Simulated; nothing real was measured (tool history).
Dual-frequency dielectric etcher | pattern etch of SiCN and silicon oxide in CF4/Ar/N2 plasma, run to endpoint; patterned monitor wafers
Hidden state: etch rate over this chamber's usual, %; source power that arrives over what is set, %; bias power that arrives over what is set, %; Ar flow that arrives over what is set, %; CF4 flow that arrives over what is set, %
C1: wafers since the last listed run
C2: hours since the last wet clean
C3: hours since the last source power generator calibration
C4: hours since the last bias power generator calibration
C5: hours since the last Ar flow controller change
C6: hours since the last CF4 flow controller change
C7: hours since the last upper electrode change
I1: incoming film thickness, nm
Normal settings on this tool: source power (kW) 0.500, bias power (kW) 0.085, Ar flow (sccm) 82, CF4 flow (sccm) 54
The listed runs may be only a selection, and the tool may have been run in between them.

{"run": 1, "day": 0.0, "source power (kW)": 0.5, "bias power (kW)": 0.085, "Ar flow (sccm)": 82, "CF4 flow (sccm)": 54, "C1": 0, "C2": 361.0, "C3": 3949.0, "C4": 2539.1, "C5": 302.0, "C6": 65.5, "C7": 213.0, "I1": 14.2, "endpoint time (s)": 13.7}
{"run": 2, "day": 0.588, "source power (kW)": 0.5, "bias power (kW)": 0.085, "Ar flow (sccm)": 82, "CF4 flow (sccm)": 54, "C1": 218, "C2": 375.1, "C3": 3963.1, "C4": 2553.2, "C5": 316.1, "C6": 79.6, "C7": 227.1, "I1": 14.14, "endpoint time (s)": 13.6}
{"day": 2.062, "done": "wet clean of the chamber"}
{"run": 3, "day": 2.083, "source power (kW)": 0.5, "bias power (kW)": 0.085, "Ar flow (sccm)": 82, "CF4 flow (sccm)": 61, "C1": 184, "C2": 0.5, "C3": 3999.0, "C4": 2589.1, "C5": 352.0, "C6": 115.5, "C7": 263.0, "I1": 14.25, "endpoint time (s)": 13.8}
{"run": 4, "day": 2.096, "source power (kW)": 0.58, "bias power (kW)": 0.074, "Ar flow (sccm)": 72, "CF4 flow (sccm)": 54, "C1": 4, "C2": 0.8, "C3": 3999.3, "C4": 2589.4, "C5": 352.3, "C6": 115.8, "C7": 263.3, "I1": 14.22, "endpoint time (s)": 12.7}
{"run": 5, "day": 2.762, "source power (kW)": 0.5, "bias power (kW)": 0.085, "Ar flow (sccm)": 66, "CF4 flow (sccm)": 54, "C1": 247, "C2": 16.8, "C3": 4015.3, "C4": 2605.4, "C5": 368.3, "C6": 131.8, "C7": 279.3, "I1": 14.05, "endpoint time (s)": 13.5}
{"run": 6, "day": 3.812, "source power (kW)": 0.5, "bias power (kW)": 0.078, "Ar flow (sccm)": 82, "CF4 flow (sccm)": 54, "C1": 389, "C2": 42.0, "C3": 4040.5, "C4": 2630.6, "C5": 393.5, "C6": 157.0, "C7": 304.5, "I1": 13.92, "endpoint time (s)": 14.2}
{"day": 4.708, "done": "source power generator calibrated"}
{"run": 7, "day": 4.729, "source power (kW)": 0.38, "bias power (kW)": 0.071, "Ar flow (sccm)": 67, "CF4 flow (sccm)": 58, "C1": 278, "C2": 64.0, "C3": 0.5, "C4": 2652.6, "C5": 415.5, "C6": 179.0, "C7": 326.5, "I1": 14.2, "endpoint time (s)": 17.9}
{"run": 8, "day": 5.571, "source power (kW)": 0.57, "bias power (kW)": 0.085, "Ar flow (sccm)": 95, "CF4 flow (sccm)": 46, "C1": 312, "C2": 84.2, "C3": 20.7, "C4": 2672.8, "C5": 435.7, "C6": 199.2, "C7": 346.7, "I1": 14.11, "endpoint time (s)": 13.2}
{"run": 9, "day": 6.829, "source power (kW)": 0.5, "bias power (kW)": 0.085, "Ar flow (sccm)": 82, "CF4 flow (sccm)": 54, "C1": 467, "C2": 114.4, "C3": 50.9, "C4": 2703.0, "C5": 465.9, "C6": 229.4, "C7": 376.9, "I1": 14.03, "endpoint time (s)": 13.7}
{"run": 10, "day": 7.954, "source power (kW)": 0.39, "bias power (kW)": 0.085, "Ar flow (sccm)": 82, "CF4 flow (sccm)": 54, "C1": 417, "C2": 141.4, "C3": 77.9, "C4": 2730.0, "C5": 492.9, "C6": 256.4, "C7": 403.9, "I1": 14.15, "endpoint time (s)": 17.1}
{"run": 11, "day": 8.767, "source power (kW)": 0.5, "bias power (kW)": 0.085, "Ar flow (sccm)": 82, "CF4 flow (sccm)": 46, "C1": 301, "C2": 160.9, "C3": 97.4, "C4": 2749.5, "C5": 512.4, "C6": 275.9, "C7": 423.4, "I1": 14.14, "endpoint time (s)": 14.3}
{"run": 12, "day": 9.762, "source power (kW)": 0.5, "bias power (kW)": 0.085, "Ar flow (sccm)": 82, "CF4 flow (sccm)": 54, "C1": 369, "C2": 184.8, "C3": 121.3, "C4": 2773.4, "C5": 536.3, "C6": 299.8, "C7": 447.3, "I1": 14.06, "endpoint time (s)": 13.8}

For run 13, what comes out?
{"day": 10.412, "done": "bias power generator calibrated"}
{"run": 13, "day": 10.483, "source power (kW)": 0.5, "bias power (kW)": 0.085, "Ar flow (sccm)": 82, "CF4 flow (sccm)": 54, "C1": 205, "C2": 202.1, "C3": 138.6, "C4": 1.7, "C5": 553.6, "C6": 317.1, "C7": 464.6, "I1": 14.11, "endpoint time (s)": "?"}

{"run 13": {"endpoint time (s)": 13.7}}
With the hidden condition absent and the run-to-run variation left alone, this run would have shown endpoint time (s) 14.0.
